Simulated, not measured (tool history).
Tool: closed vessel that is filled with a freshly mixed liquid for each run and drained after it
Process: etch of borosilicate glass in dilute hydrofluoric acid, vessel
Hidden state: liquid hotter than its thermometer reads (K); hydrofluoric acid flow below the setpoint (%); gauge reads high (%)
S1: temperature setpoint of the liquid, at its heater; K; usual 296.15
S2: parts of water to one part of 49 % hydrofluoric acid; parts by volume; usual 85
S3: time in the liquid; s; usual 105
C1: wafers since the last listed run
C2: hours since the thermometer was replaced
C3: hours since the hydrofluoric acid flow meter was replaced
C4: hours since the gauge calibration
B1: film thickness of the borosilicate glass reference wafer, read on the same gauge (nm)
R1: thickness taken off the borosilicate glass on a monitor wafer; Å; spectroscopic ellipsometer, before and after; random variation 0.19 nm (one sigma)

run,hour,S1,S2,S3,C1,C2,C3,C4,B1,R1
1,0,295.15,85,105,0,1814.2,793.5,375.4,100,457.3
2,52.2,296.15,85,105,5614,1866.4,845.7,427.6,99.99,473.4
3,145.1,296.15,85,105,9991,1959.3,938.6,520.5,100.01,473.7
4,200.2,296.15,85,105,5926,2014.4,993.7,575.6,99.98,472.1
5,267.6,296.15,85,105,7249,2081.8,1061.1,643,100.05,470.9
6,366.2,296.15,85,105,10604,2180.4,1159.7,741.6,99.98,473.1
7,570,296.15,110,145,21919,2384.2,1363.5,945.4,100.02,488.2
8,662,296.15,110,145,9894,2476.2,1455.5,1037.4,100,483.9
9,728.5,296.15,85,105,7152,2542.7,1522,1103.9,99.93,468
# hour 790.6: thermometer replaced
10,815.8,300.65,115,60,9281,25.2,1609.3,1191.2,99.96,224.3
11,861.8,299.15,55,45,4947,71.2,1655.3,1237.2,100.07,364
# hour 920.1: hydrofluoric acid flow meter replaced
12,954.9,299.15,55,45,9905,164.3,34.8,1330.3,100.02,353.1
13,1023.3,296.15,85,105,7356,232.7,103.2,1398.7,99.99,459.1
# hour 1068.4: gauge calibrated
14,1079.3,296.15,110,145,6022,288.7,159.2,10.9,99.99,470.1
15,1160.7,292.65,120,45,8754,370.1,240.6,92.3,99.99,115.2
16,1216.4,296.15,105,150,5990,425.8,296.3,148,99.96,515.6
# hour 1227.1: hydrofluoric acid flow meter replaced, repeated, since the last time left the tool worse
17,1278.8,296.15,85,105,6603,488.2,51.7,210.4,99.95,480.1
18,1347.6,299.65,60,105,7399,557,120.5,279.2,100,807.8
19,1432.1,296.15,105,105,9088,641.5,205,363.7,99.99,377.5

Some steps in R1 between neighbouring runs. How much of each would the tool show without its hidden state too (settings, what came in, random variation), and how much is left for the hidden state, with any gauge scatter that isn't in both results?
Run 16 -> 17: S2 105 -> 85, S3 150 -> 105, hydrofluoric acid flow meter replaced, repeated, since the last time left the tool worse. R1 -35.5 Å: hidden state +29.3, all else -64.8.
Run 18 -> 19: S1 299.65 -> 296.15, S2 60 -> 105. R1 -430.3 Å: hidden state +0.6, all else -430.9.

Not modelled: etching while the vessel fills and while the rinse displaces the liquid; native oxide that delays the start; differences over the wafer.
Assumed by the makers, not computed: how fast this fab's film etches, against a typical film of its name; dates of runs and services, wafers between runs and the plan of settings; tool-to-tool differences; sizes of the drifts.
